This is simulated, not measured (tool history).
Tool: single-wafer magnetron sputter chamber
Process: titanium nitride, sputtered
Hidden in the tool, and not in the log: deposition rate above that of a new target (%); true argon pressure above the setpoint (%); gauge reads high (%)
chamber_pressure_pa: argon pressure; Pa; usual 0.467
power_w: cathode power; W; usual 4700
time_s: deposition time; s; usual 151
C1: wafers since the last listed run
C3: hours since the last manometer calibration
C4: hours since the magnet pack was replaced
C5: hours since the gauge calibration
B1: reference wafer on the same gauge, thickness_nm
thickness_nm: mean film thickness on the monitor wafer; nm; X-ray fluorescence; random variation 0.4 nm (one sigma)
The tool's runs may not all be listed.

{"run": 1, "hour": 0.0, "chamber_pressure_pa": 0.467, "power_w": 4700, "time_s": 151, "C1": 0, "wafers on the sputter target": 1555, "C3": 1220, "C4": 9244, "C5": 97.4, "B1": 125.866, "thickness_nm": 127.337}
{"run": 2, "hour": 64.9, "chamber_pressure_pa": 0.467, "power_w": 4700, "time_s": 151, "C1": 508, "wafers on the sputter target": 2064, "C3": 1284.9, "C4": 9308.9, "C5": 162.3, "B1": 126.054, "thickness_nm": 126.779}
{"run": 3, "hour": 109.3, "chamber_pressure_pa": 0.467, "power_w": 4700, "time_s": 151, "C1": 348, "wafers on the sputter target": 2412, "C3": 1329.3, "C4": 9353.3, "C5": 206.7, "B1": 126.04, "thickness_nm": 127.105}
{"hour": 132.8, "done": "sputter target and shields replaced"}
{"run": 4, "hour": 196.6, "chamber_pressure_pa": 0.6, "power_w": 4700, "time_s": 139, "C1": 621, "wafers on the sputter target": 499, "C3": 1416.6, "C4": 9440.6, "C5": 294, "B1": 126.09, "thickness_nm": 110.332}
{"run": 5, "hour": 265.1, "chamber_pressure_pa": 0.6, "power_w": 4700, "time_s": 139, "C1": 536, "wafers on the sputter target": 1036, "C3": 1485.1, "C4": 9509.1, "C5": 362.5, "B1": 126.166, "thickness_nm": 110.332}
{"run": 6, "hour": 351.2, "chamber_pressure_pa": 0.6, "power_w": 4700, "time_s": 139, "C1": 674, "wafers on the sputter target": 1711, "C3": 1571.2, "C4": 9595.2, "C5": 448.6, "B1": 126.04, "thickness_nm": 110.166}
{"hour": 446.7, "done": "magnet pack replaced"}
{"run": 7, "hour": 447.2, "chamber_pressure_pa": 0.467, "power_w": 4700, "time_s": 151, "C1": 689, "wafers on the sputter target": 2401, "C3": 1667.2, "C4": 0.5, "C5": 544.6, "B1": 126.017, "thickness_nm": 126.995}
{"hour": 455.9, "done": "sputter target and shields replaced"}
{"run": 8, "hour": 537.3, "chamber_pressure_pa": 0.345, "power_w": 4100, "time_s": 125, "C1": 643, "wafers on the sputter target": 637, "C3": 1757.3, "C4": 90.6, "C5": 634.7, "B1": 125.972, "thickness_nm": 99.785}
{"hour": 578.4, "done": "gauge calibrated"}
{"run": 9, "hour": 638.5, "chamber_pressure_pa": 0.369, "power_w": 4350, "time_s": 171, "C1": 793, "wafers on the sputter target": 1431, "C3": 1858.5, "C4": 191.8, "C5": 60.1, "B1": 126.03, "thickness_nm": 140.501}
{"run": 10, "hour": 683.3, "chamber_pressure_pa": 0.467, "power_w": 4700, "time_s": 151, "C1": 351, "wafers on the sputter target": 1782, "C3": 1903.3, "C4": 236.6, "C5": 104.9, "B1": 125.829, "thickness_nm": 126.995}
{"hour": 717.7, "done": "capacitance manometer re-zeroed and calibrated"}
{"run": 11, "hour": 778.6, "chamber_pressure_pa": 0.467, "power_w": 4700, "time_s": 151, "C1": 684, "wafers on the sputter target": 2466, "C3": 60.9, "C4": 331.9, "C5": 200.2, "B1": 126.058, "thickness_nm": 126.776}
{"hour": 803.3, "done": "sputter target and shields replaced"}
{"run": 12, "hour": 822.7, "chamber_pressure_pa": 0.467, "power_w": 4700, "time_s": 178, "C1": 282, "wafers on the sputter target": 152, "C3": 105, "C4": 376, "C5": 244.3, "B1": 126.038, "thickness_nm": 151.612}
{"run": 13, "hour": 887.8, "chamber_pressure_pa": 0.331, "power_w": 4700, "time_s": 151, "C1": 510, "wafers on the sputter target": 662, "C3": 170.1, "C4": 441.1, "C5": 309.4, "B1": 125.96, "thickness_nm": 136.506}
{"run": 14, "hour": 975.1, "chamber_pressure_pa": 0.566, "power_w": 4700, "time_s": 121, "C1": 684, "wafers on the sputter target": 1346, "C3": 257.4, "C4": 528.4, "C5": 396.7, "B1": 125.942, "thickness_nm": 97.461}

4 ways to go on from here, each from the tool as it stands after run 14. What would each give?
{"run": "A", "hour": 975.5, "chamber_pressure_pa": 0.467, "power_w": 4700, "time_s": 166, "C1": 3, "wafers on the sputter target": 1350, "C3": 257.8, "C4": 528.8, "C5": 397.1, "B1": "?", "thickness_nm": "?"}
{"run": "B", "hour": 975.5, "chamber_pressure_pa": 0.3, "power_w": 3800, "time_s": 161, "C1": 3, "wafers on the sputter target": 1350, "C3": 257.8, "C4": 528.8, "C5": 397.1, "B1": "?", "thickness_nm": "?"}
{"run": "C", "hour": 975.5, "chamber_pressure_pa": 0.304, "power_w": 4700, "time_s": 166, "C1": 3, "wafers on the sputter target": 1350, "C3": 257.8, "C4": 528.8, "C5": 397.1, "B1": "?", "thickness_nm": "?"}
{"run": "D", "hour": 975.5, "chamber_pressure_pa": 0.647, "power_w": 5050, "time_s": 128, "C1": 3, "wafers on the sputter target": 1350, "C3": 257.8, "C4": 528.8, "C5": 397.1, "B1": "?", "thickness_nm": "?"}

run=A B1=125.928 thickness_nm=139.536
run=B B1=125.928 thickness_nm=120.684
run=C B1=125.928 thickness_nm=151.014
run=D B1=125.928 thickness_nm=105.69
Without the tool's hidden state the same runs would have given:
run=A thickness_nm=141.802
run=B thickness_nm=122.644
run=C thickness_nm=153.467
run=D thickness_nm=107.407

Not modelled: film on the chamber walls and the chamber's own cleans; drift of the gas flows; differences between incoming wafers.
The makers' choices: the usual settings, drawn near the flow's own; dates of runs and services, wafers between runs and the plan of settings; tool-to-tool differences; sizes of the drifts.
